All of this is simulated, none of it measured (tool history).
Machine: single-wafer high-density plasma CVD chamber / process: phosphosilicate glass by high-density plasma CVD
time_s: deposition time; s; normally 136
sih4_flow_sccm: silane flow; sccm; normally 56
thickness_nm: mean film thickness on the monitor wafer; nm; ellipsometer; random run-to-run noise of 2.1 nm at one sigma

| run | hour | time_s | sih4_flow_sccm | wafers since the last listed run | hours since the silane flow controller was replaced | hours since the gauge calibration | read-back reference wafer on the same gauge, thickness_nm | thickness_nm |
|---|---|---|---|---|---|---|---|---|
| 1 | 0 | 136 | 63 | 0 | 854.2 | 1205.7 | 907.307 | 863.245 |
| 2 | 47.9 | 136 | 63 | 294 | 902.1 | 1253.6 | 905.768 | 861.928 |
| 3 | 95.9 | 155 | 51 | 295 | 950.1 | 1301.6 | 905.435 | 795.061 |
| 4 | 143.4 | 155 | 51 | 292 | 997.6 | 1349.1 | 907.43 | 796.285 |
| 5 | 182.6 | 155 | 51 | 241 | 1036.8 | 1388.3 | 907.225 | 788.587 |
| 6 | 217.3 | 136 | 56 | 213 | 1071.5 | 1423 | 906.787 | 762.862 |
| 7 | 241.5 | 136 | 56 | 148 | 1095.7 | 1447.2 | 907.878 | 763.275 |
| 8 | 311.4 | 136 | 56 | 429 | 1165.6 | 1517.1 | 906.999 | 760.725 |
| 9 | 373 | 136 | 56 | 378 | 1227.2 | 1578.7 | 906.151 | 758.943 |
| 10 | 408.1 | 136 | 56 | 215 | 1262.3 | 1613.8 | 907.087 | 762.064 |
| 11 | 460.6 | 136 | 56 | 322 | 1314.8 | 1666.3 | 907.093 | 758.773 |
| 12 | 501 | 119 | 56 | 248 | 1355.2 | 1706.7 | 907.967 | 665.336 |
| 13 | 555.4 | 119 | 56 | 334 | 1409.6 | 1761.1 | 906.596 | 665.272 |
| 14 | 616.7 | 119 | 56 | 377 | 1470.9 | 1822.4 | 907.371 | 664.949 |
| 15 | 662.3 | 117 | 53 | 280 | 1516.5 | 1868 | 907.312 | 617.926 |
| 16 | 699.7 | 163 | 56 | 230 | 1553.9 | 1905.4 | 907.745 | 904.713 |
| 17 | 747.7 | 136 | 56 | 295 | 1601.9 | 1953.4 | 907.724 | 757.513 |
|  | 857.9 | silane flow controller replaced |
| 18 | 906.3 | 157 | 67 | 926 | 48.4 | 2112 | 907.591 | 1069.879 |
|  | 1002.4 | gauge calibrated |
| 19 | 1053.8 | 114 | 64 | 907 | 195.9 | 51.4 | 906.891 | 741.341 |
| 20 | 1100.8 | 154 | 56 | 289 | 242.9 | 98.4 | 906.801 | 876.995 |
| 21 | 1210.6 | 123 | 48 | 675 | 352.7 | 208.2 | 907.339 | 596.452 |
| 22 | 1282.3 | 161 | 60 | 441 | 424.4 | 279.9 | 908.379 | 982.232 |
| 23 | 1347.1 | 115 | 65 | 398 | 489.2 | 344.7 | 906.816 | 758.524 |
| 24 | 1378 | 136 | 56 | 190 | 520.1 | 375.6 | 907.153 | 775.079 |
| 25 | 1518.4 | 136 | 56 | 863 | 660.5 | 516 | 906.781 | 771.645 |
| 26 | 1555.8 | 150 | 65 | 230 | 697.9 | 553.4 | 907.319 | 988.981 |
| 27 | 1583.9 | 149 | 49 | 172 | 726 | 581.5 | 906.832 | 740.495 |
| 28 | 1715.8 | 136 | 56 | 811 | 857.9 | 713.4 | 907.309 | 768.482 |

How the hidden state differs across the entries between the runs, from the last listed run before each to the first after it:
From run 17 to run 18: silane flow controller replaced (hour 857.9)
  delivered silane flow above the setpoint (%): -2.53 -> -0.119
  measured value less the no-hidden-state value, thickness_nm: -19.674 -> -1.274 nm
From run 18 to run 19: gauge calibrated (hour 1002.4)
  delivered silane flow above the setpoint (%): -0.119 -> -0.144
  measured value less the no-hidden-state value, thickness_nm: -1.274 -> -1.072 nm

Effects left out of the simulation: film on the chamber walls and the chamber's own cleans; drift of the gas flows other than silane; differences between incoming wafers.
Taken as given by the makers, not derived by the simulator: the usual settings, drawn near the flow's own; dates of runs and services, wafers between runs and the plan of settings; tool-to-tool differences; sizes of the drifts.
